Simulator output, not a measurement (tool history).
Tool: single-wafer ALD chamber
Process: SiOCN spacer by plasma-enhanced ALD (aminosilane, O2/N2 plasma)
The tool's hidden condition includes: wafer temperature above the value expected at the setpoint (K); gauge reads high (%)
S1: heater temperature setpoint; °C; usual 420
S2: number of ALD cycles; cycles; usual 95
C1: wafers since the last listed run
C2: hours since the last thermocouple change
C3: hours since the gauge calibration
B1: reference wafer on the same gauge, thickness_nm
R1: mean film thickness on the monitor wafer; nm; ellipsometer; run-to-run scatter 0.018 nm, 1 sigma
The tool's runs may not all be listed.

{"run": 1, "hour": 0.0, "S1": 420, "S2": 95, "C1": 0, "C2": 2074.9, "C3": 22.4, "B1": 4.638, "R1": 5.614}
{"run": 2, "hour": 15.2, "S1": 420, "S2": 95, "C1": 28, "C2": 2090.1, "C3": 37.6, "B1": 4.633, "R1": 5.614}
{"run": 3, "hour": 26.5, "S1": 420, "S2": 95, "C1": 20, "C2": 2101.4, "C3": 48.9, "B1": 4.631, "R1": 5.601}
{"run": 4, "hour": 37.0, "S1": 420, "S2": 95, "C1": 19, "C2": 2111.9, "C3": 59.4, "B1": 4.636, "R1": 5.634}
{"run": 5, "hour": 54.4, "S1": 420, "S2": 95, "C1": 32, "C2": 2129.3, "C3": 76.8, "B1": 4.63, "R1": 5.63}
{"run": 6, "hour": 67.5, "S1": 420, "S2": 95, "C1": 24, "C2": 2142.4, "C3": 89.9, "B1": 4.632, "R1": 5.588}
{"run": 7, "hour": 84.4, "S1": 426, "S2": 102, "C1": 31, "C2": 2159.3, "C3": 106.8, "B1": 4.635, "R1": 5.923}
{"run": 8, "hour": 125.4, "S1": 426, "S2": 102, "C1": 75, "C2": 2200.3, "C3": 147.8, "B1": 4.628, "R1": 5.928}
{"run": 9, "hour": 139.2, "S1": 420, "S2": 95, "C1": 25, "C2": 2214.1, "C3": 161.6, "B1": 4.634, "R1": 5.65}
{"hour": 139.9, "done": "gauge calibrated"}
{"run": 10, "hour": 145.6, "S1": 406, "S2": 80, "C1": 11, "C2": 2220.5, "C3": 5.7, "B1": 4.632, "R1": 4.974}
{"run": 11, "hour": 160.4, "S1": 420, "S2": 95, "C1": 27, "C2": 2235.3, "C3": 20.5, "B1": 4.63, "R1": 5.65}
{"hour": 177.2, "done": "thermocouple changed; heater temperature recalibrated"}
{"run": 12, "hour": 177.7, "S1": 428, "S2": 80, "C1": 17, "C2": 0.5, "C3": 37.8, "B1": 4.637, "R1": 4.596}
{"run": 13, "hour": 186.3, "S1": 430, "S2": 106, "C1": 15, "C2": 9.1, "C3": 46.4, "B1": 4.629, "R1": 6.059}
{"run": 14, "hour": 202.5, "S1": 412, "S2": 95, "C1": 29, "C2": 25.3, "C3": 62.6, "B1": 4.631, "R1": 5.787}
{"run": 15, "hour": 216.0, "S1": 416, "S2": 101, "C1": 24, "C2": 38.8, "C3": 76.1, "B1": 4.632, "R1": 6.071}
{"run": 16, "hour": 249.5, "S1": 412, "S2": 84, "C1": 61, "C2": 72.3, "C3": 109.6, "B1": 4.631, "R1": 5.1}
{"run": 17, "hour": 257.6, "S1": 414, "S2": 86, "C1": 14, "C2": 80.4, "C3": 117.7, "B1": 4.632, "R1": 5.179}
{"run": 18, "hour": 266.8, "S1": 425, "S2": 84, "C1": 16, "C2": 89.6, "C3": 126.9, "B1": 4.632, "R1": 4.915}
{"run": 19, "hour": 282.0, "S1": 420, "S2": 95, "C1": 28, "C2": 104.8, "C3": 142.1, "B1": 4.63, "R1": 5.667}

Consider 5 possible next runs. They are alternatives, not a sequence: every one starts from the tool as it was left by run 19. What does each give?
{"run": "A", "hour": 282.6, "S1": 420, "S2": 95, "C1": 1, "C2": 105.4, "C3": 142.7, "B1": "?", "R1": "?"}
{"run": "B", "hour": 282.6, "S1": 420, "S2": 77, "C1": 1, "C2": 105.4, "C3": 142.7, "B1": "?", "R1": "?"}
{"run": "C", "hour": 282.6, "S1": 408, "S2": 106, "C1": 1, "C2": 105.4, "C3": 142.7, "B1": "?", "R1": "?"}
{"run": "D", "hour": 282.6, "S1": 426, "S2": 84, "C1": 1, "C2": 105.4, "C3": 142.7, "B1": "?", "R1": "?"}
{"run": "E", "hour": 282.6, "S1": 429, "S2": 84, "C1": 1, "C2": 105.4, "C3": 142.7, "B1": "?", "R1": "?"}

run=A B1=4.635 R1=5.653
run=B B1=4.635 R1=4.582
run=C B1=4.635 R1=6.557
run=D B1=4.635 R1=4.900
run=E B1=4.635 R1=4.850
Without the tool's hidden state the same runs would have given:
run=A R1=5.653
run=B R1=4.582
run=C R1=6.557
run=D R1=4.900
run=E R1=4.850
